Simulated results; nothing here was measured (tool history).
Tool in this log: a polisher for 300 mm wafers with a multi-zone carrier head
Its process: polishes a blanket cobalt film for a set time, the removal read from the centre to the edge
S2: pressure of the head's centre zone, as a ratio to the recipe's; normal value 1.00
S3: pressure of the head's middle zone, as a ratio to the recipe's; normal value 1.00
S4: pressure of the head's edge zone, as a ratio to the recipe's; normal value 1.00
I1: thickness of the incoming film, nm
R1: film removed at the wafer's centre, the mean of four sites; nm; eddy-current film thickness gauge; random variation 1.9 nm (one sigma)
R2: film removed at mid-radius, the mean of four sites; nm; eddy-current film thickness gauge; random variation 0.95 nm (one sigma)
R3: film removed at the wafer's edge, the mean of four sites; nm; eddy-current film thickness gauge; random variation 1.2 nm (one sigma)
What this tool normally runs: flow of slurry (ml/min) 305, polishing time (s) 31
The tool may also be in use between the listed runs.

Run 1, day 0.000: usual settings; I1 812.6. Result: R1 114.7 nm, R2 127.7 nm, R3 130.3 nm.
Run 2, day 0.721: usual settings but S3 0.90; I1 800.9. Result: R1 112.1 nm, R2 119.2 nm, R3 129.9 nm.
Run 3, day 1.583: usual settings but S4 0.90; I1 799.2. Result: R1 112.0 nm, R2 128.9 nm, R3 122.6 nm.
Run 4, day 2.688: usual settings but S4 1.06, polishing time (s) 28; I1 802.9. Result: R1 100.1 nm, R2 117.2 nm, R3 118.7 nm.
Run 5, day 4.183: usual settings but flow of slurry (ml/min) 370, S3 1.08, polishing time (s) 21; I1 789.0. Result: R1 76.7 nm, R2 94.6 nm, R3 90.3 nm.
At day 6.117: centre zone pressure recalibrated.
At day 6.762: edge zone pressure recalibrated.
Run 6, day 7.025: usual settings; I1 811.0. Result: R1 128.2 nm, R2 129.5 nm, R3 127.7 nm.
At day 8.288: carrier head's membrane replaced by a new one.
Run 7, day 8.392: usual settings; I1 805.9. Result: R1 124.7 nm, R2 129.2 nm, R3 130.0 nm.
At day 9.167: worn pad replaced by a new one.
Run 8, day 9.275: usual settings but flow of slurry (ml/min) 395, S2 1.09, S3 0.95; I1 794.6. Result: R1 138.9 nm, R2 127.1 nm, R3 132.5 nm.
Run 9, day 9.921: usual settings but flow of slurry (ml/min) 235, S3 1.03, S4 0.89, polishing time (s) 26; I1 811.5. Result: R1 100.0 nm, R2 107.2 nm, R3 102.4 nm.
Run 10, day 13.962: usual settings but flow of slurry (ml/min) 200, S2 0.93, polishing time (s) 34; I1 786.4. Result: R1 121.0 nm, R2 136.6 nm, R3 136.5 nm.
Run 11, day 15.233: usual settings but S2 1.08; I1 801.7. Result: R1 132.0 nm, R2 128.5 nm, R3 129.6 nm.
Run 12, day 16.604: usual settings; I1 791.6. Result: R1 121.9 nm, R2 126.6 nm, R3 129.6 nm.
Run 13, day 17.467: usual settings; I1 794.7. Result: R1 122.2 nm, R2 127.7 nm, R3 127.6 nm.
Run 14, day 18.796: usual settings but flow of slurry (ml/min) 235, S2 0.91, S4 0.90, polishing time (s) 23; I1 809.4. Result: R1 77.2 nm, R2 94.6 nm, R3 88.8 nm.
Run 15, day 20.183: usual settings but flow of slurry (ml/min) 405, polishing time (s) 39; I1 805.6. Result: R1 152.9 nm, R2 164.1 nm, R3 162.4 nm.
At day 21.317: worn pad replaced by a new one.
Run 16, day 21.412: usual settings but S2 0.90, S4 1.11; I1 800.0. Result: R1 107.1 nm, R2 128.1 nm, R3 136.3 nm.
Run 17, day 21.988: usual settings but S3 1.08, polishing time (s) 41; I1 786.3. Result: R1 156.7 nm, R2 178.9 nm, R3 172.1 nm.
Run 18, day 22.788: usual settings but S3 1.11; I1 796.3. Result: R1 114.7 nm, R2 138.8 nm, R3 128.4 nm.
Run 19, day 23.317: usual settings; I1 810.4. Result: R1 119.5 nm, R2 127.7 nm, R3 129.3 nm.
At day 24.254: slurry nozzle cleaned.
Run 20, day 24.412: usual settings but S4 0.92; I1 787.2. Result: R1 116.1 nm, R2 127.5 nm, R3 124.7 nm.
Run 21, day 25.671: usual settings but S4 1.09; I1 799.2. Result: R1 116.0 nm, R2 127.1 nm, R3 136.1 nm.

Branching from run 21: 5 alternative next runs. What would each branch give?
Run A, day 25.688: usual settings but S3 1.05; I1 809.0. Result: R1 ?, R2 ?, R3 ?.
Run B, day 25.688: usual settings but S3 1.04; I1 809.0. Result: R1 ?, R2 ?, R3 ?.
Run C, day 25.688: usual settings but flow of slurry (ml/min) 370, S3 1.08, S4 0.92; I1 809.0. Result: R1 ?, R2 ?, R3 ?.
Run D, day 25.688: usual settings but polishing time (s) 37; I1 809.0. Result: R1 ?, R2 ?, R3 ?.
Run E, day 25.688: usual settings but S2 0.92, S3 1.03, S4 0.96, polishing time (s) 27; I1 809.0. Result: R1 ?, R2 ?, R3 ?.

run     R1     R2     R3
  A  114.2  133.6  129.1
  B  114.2  132.6  129.1
  C  116.1  138.5  125.5
  D  136.3  153.6  154.1
  E   91.4  114.7  110.3
With the hidden condition removed and each run's random variation left untouched, the same runs would have given:
run     R1     R2     R3
  A  123.2  133.5  129.1
  B  123.2  132.5  129.1
  C  125.3  138.5  125.4
  D  147.0  153.6  154.1
  E   98.6  114.7  110.3

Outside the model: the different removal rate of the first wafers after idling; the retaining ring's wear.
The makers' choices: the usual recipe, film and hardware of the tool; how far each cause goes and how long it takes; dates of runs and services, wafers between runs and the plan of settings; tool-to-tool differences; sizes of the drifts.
